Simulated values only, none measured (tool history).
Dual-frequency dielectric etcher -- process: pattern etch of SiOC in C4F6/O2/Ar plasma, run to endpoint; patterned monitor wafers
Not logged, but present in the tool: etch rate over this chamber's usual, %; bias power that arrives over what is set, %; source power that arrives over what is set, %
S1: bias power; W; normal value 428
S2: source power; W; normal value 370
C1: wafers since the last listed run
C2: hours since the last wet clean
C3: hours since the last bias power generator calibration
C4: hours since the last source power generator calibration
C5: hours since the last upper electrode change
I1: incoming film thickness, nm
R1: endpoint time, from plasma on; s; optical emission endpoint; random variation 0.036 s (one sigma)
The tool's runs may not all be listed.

run 1 day=0 | S1=428 S2=300 | C1=0 C2=143 C3=3663.6 C4=2270.6 C5=2504.8 | I1=34.27 | R1=11.8
run 2 day=0.658 | S1=428 S2=300 | C1=164 C2=158.8 C3=3679.4 C4=2286.4 C5=2520.6 | I1=34.54 | R1=11.9
run 3 day=1.633 | S1=428 S2=300 | C1=243 C2=182.2 C3=3702.8 C4=2309.8 C5=2544 | I1=34.53 | R1=11.8
run 4 day=2.504 | S1=428 S2=410 | C1=217 C2=203.1 C3=3723.7 C4=2330.7 C5=2564.9 | I1=34.38 | R1=10.8
run 5 day=3.838 | S1=428 S2=410 | C1=332 C2=235.1 C3=3755.7 C4=2362.7 C5=2596.9 | I1=34.46 | R1=10.8
run 6 day=4.725 | S1=428 S2=410 | C1=221 C2=256.4 C3=3777 C4=2384 C5=2618.2 | I1=34.61 | R1=10.9
run 7 day=5.242 | S1=428 S2=310 | C1=128 C2=268.8 C3=3789.4 C4=2396.4 C5=2630.6 | I1=34.46 | R1=11.7
run 8 day=5.812 | S1=428 S2=400 | C1=142 C2=282.5 C3=3803.1 C4=2410.1 C5=2644.3 | I1=34.72 | R1=10.9
run 9 day=6.646 | S1=428 S2=370 | C1=207 C2=302.5 C3=3823.1 C4=2430.1 C5=2664.3 | I1=34.56 | R1=11.1
run 10 day=7.942 | S1=428 S2=370 | C1=323 C2=333.6 C3=3854.2 C4=2461.2 C5=2695.4 | I1=34.48 | R1=11.1
-- day=10.046 upper electrode replaced
run 11 day=10.067 | S1=428 S2=350 | C1=280 C2=384.6 C3=3905.2 C4=2512.2 C5=0.5 | I1=33.94 | R1=11
run 12 day=10.079 | S1=428 S2=350 | C1=3 C2=384.9 C3=3905.5 C4=2512.5 C5=0.8 | I1=34.51 | R1=11.2
run 13 day=10.579 | S1=348 S2=400 | C1=124 C2=396.9 C3=3917.5 C4=2524.5 C5=12.8 | I1=34.58 | R1=11.8
-- day=11.042 bias power generator calibrated
-- day=11.771 source power generator calibrated
run 14 day=11.821 | S1=428 S2=340 | C1=226 C2=426.7 C3=18.7 C4=1.2 C5=42.6 | I1=34.25 | R1=11.2
-- day=13.512 wet clean of the chamber
run 15 day=13.533 | S1=522 S2=370 | C1=177 C2=0.5 C3=59.8 C4=42.3 C5=83.7 | I1=34.07 | R1=10.7
run 16 day=14.183 | S1=428 S2=300 | C1=162 C2=16.1 C3=75.4 C4=57.9 C5=99.3 | I1=34.26 | R1=12.2
run 17 day=14.871 | S1=428 S2=370 | C1=171 C2=32.6 C3=91.9 C4=74.4 C5=115.8 | I1=34.36 | R1=11.7
run 18 day=15.529 | S1=428 S2=370 | C1=164 C2=48.4 C3=107.7 C4=90.2 C5=131.6 | I1=34.48 | R1=11.8
run 19 day=17.017 | S1=330 S2=370 | C1=370 C2=84.1 C3=143.4 C4=125.9 C5=167.3 | I1=34.66 | R1=13.1
-- day=18.5 wet clean of the chamber, repeated, since the last time left the tool worse
run 20 day=18.521 | S1=477 S2=370 | C1=125 C2=0.5 C3=179.5 C4=162 C5=203.4 | I1=34.43 | R1=10.8
run 21 day=20.817 | S1=477 S2=320 | C1=572 C2=55.6 C3=234.6 C4=217.1 C5=258.5 | I1=34.4 | R1=11.2
run 22 day=21.4 | S1=428 S2=350 | C1=145 C2=69.6 C3=248.6 C4=231.1 C5=272.5 | I1=34.17 | R1=11.3
run 23 day=22.683 | S1=459 S2=410 | C1=319 C2=100.4 C3=279.4 C4=261.9 C5=303.3 | I1=34.14 | R1=10.4

Forecast run 24:
run 24 day=23.583 | S1=488 S2=300 | C1=224 C2=122 C3=301 C4=283.5 C5=324.9 | I1=34.34 | R1=?

R1: 11.2 s
Were there no unlogged condition in the tool, this run, its random variation unchanged, would have produced R1 11.2 s.
